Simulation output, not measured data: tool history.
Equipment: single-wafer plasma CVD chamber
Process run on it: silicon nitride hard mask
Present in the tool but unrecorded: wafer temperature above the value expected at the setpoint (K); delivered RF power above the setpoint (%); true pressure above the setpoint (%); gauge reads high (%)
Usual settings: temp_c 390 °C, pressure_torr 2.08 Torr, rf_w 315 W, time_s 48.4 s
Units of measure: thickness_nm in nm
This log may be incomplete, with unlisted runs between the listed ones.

run	day	temp_c	pressure_torr	rf_w	time_s	wafers since the last listed run	hours since the last thermocouple change	hours since the last RF generator calibration	hours since the last manometer calibration	hours since the showerhead was replaced	hours since the gauge calibration	read-back reference wafer on the same gauge, thickness_nm	thickness_nm
1	0	380	2.08	340	48.4	0	580.4	1691.6	1404	5920.4	2851.3	70.005	63.914
2	3.121	380	2.08	340	48.4	1344	655.3	1766.5	1478.9	5995.3	2926.2	70.033	64.104
# day 4.004: RF generator calibrated
3	5.142	390	2.08	315	48.4	727	703.8	27.3	1527.4	6043.8	2974.7	69.961	59.673
4	8.933	390	2.08	315	48.4	1634	794.8	118.3	1618.4	6134.8	3065.7	69.936	59.525
# day 12.121: gauge calibrated
5	12.854	390	2.08	315	48.4	1689	888.9	212.4	1712.5	6228.9	17.6	69.972	59.826
6	17.25	379	2.08	315	44.6	1894	994.4	317.9	1818	6334.4	123.1	69.894	55.257
7	20.217	390	2.08	315	48.4	1278	1065.6	389.1	1889.2	6405.6	194.3	70.027	59.314
8	24.025	390	2.08	315	42.6	1641	1157	480.5	1980.6	6497	285.7	69.993	52.445
9	27.529	390	2.08	315	48.4	1510	1241.1	564.6	2064.7	6581.1	369.8	70.057	59.232
# day 28.729: thermocouple changed; heater temperature recalibrated
10	31.125	390	2.08	315	48.4	1405	57.5	650.9	2151	6667.4	456.1	69.985	59.436
11	38.112	375	1.7	370	42.3	3011	225.2	818.6	2318.7	6835.1	623.8	69.908	55.778
12	39.912	390	2.08	315	46.3	775	268.4	861.8	2361.9	6878.3	667	69.915	56.273
13	43.446	404	2.08	315	42.1	1522	353.2	946.6	2446.7	6963.1	751.8	70.002	50.711
14	46.05	390	2.08	315	48.4	1122	415.7	1009.1	2509.2	7025.6	814.3	69.935	58.747
15	48.917	383	2.08	255	58	1235	484.5	1077.9	2578	7094.4	883.1	70.013	57.867
16	52.796	390	2.08	315	48.4	1671	577.6	1171	2671.1	7187.5	976.2	69.969	58.632
# day 54.779: capacitance manometer re-zeroed and calibrated
17	54.8	390	2.08	315	40	720	625.7	1219.1	0.5	7235.6	1024.3	70.012	49.519
# day 58.988: showerhead replaced
18	59.008	390	2.08	315	48.4	1669	726.7	1320.1	101.5	0.5	1125.3	69.991	60.087
# day 64.275: RF generator calibrated
# day 71.879: thermocouple changed; heater temperature recalibrated
19	72.012	390	1.81	260	42.7	5316	3.2	185.7	413.6	312.6	1437.4	70.046	42.085
20	74.692	395	2.08	345	43.9	1154	67.5	250	477.9	376.9	1501.7	70.003	58.469
21	77.242	390	2.08	285	40.9	1098	128.7	311.2	539.1	438.1	1562.9	70.078	46.025
22	80.608	390	2.46	340	48.4	1450	209.5	392	619.9	518.9	1643.7	70.048	67.115
23	84.946	379	2.08	340	40.3	1869	313.6	496.1	724	623	1747.8	70.129	53.236
24	86.988	385	1.67	315	48.4	879	362.6	545.1	773	672	1796.8	70.098	56.112
25	90.983	390	2.08	295	55	1721	458.5	641	868.9	767.9	1892.7	69.96	63.834
26	94.204	390	2.08	315	48.4	1388	535.8	718.3	946.2	845.2	1970	69.909	59.972
27	96.342	390	2.34	295	41.2	921	587.1	769.6	997.5	896.5	2021.3	70.051	49.803
28	98.612	390	2.27	295	56.7	978	641.6	824.1	1052	951	2075.8	69.961	67.586
29	101.908	404	2.44	355	42.9	1420	720.7	903.2	1131.1	1030.1	2154.9	69.931	60.882

Consider 3 possible next runs. They are alternatives, not a sequence: every one starts from the tool as it was left by run 29. What does each give?
A	101.925	390	2.08	315	48.4	7	721.1	903.6	1131.5	1030.5	2155.3	?	?
B	101.925	404	1.64	275	39.5	7	721.1	903.6	1131.5	1030.5	2155.3	?	?
C	101.925	390	2.08	315	53.1	7	721.1	903.6	1131.5	1030.5	2155.3	?	?

run	read-back reference wafer on the same gauge, thickness_nm	thickness_nm
A	70.017	59.558
B	70.017	39.47
C	70.017	65.33
Without the tool's unlogged condition, the same runs would have read:
run	thickness_nm
A	60.036
B	39.828
C	65.855

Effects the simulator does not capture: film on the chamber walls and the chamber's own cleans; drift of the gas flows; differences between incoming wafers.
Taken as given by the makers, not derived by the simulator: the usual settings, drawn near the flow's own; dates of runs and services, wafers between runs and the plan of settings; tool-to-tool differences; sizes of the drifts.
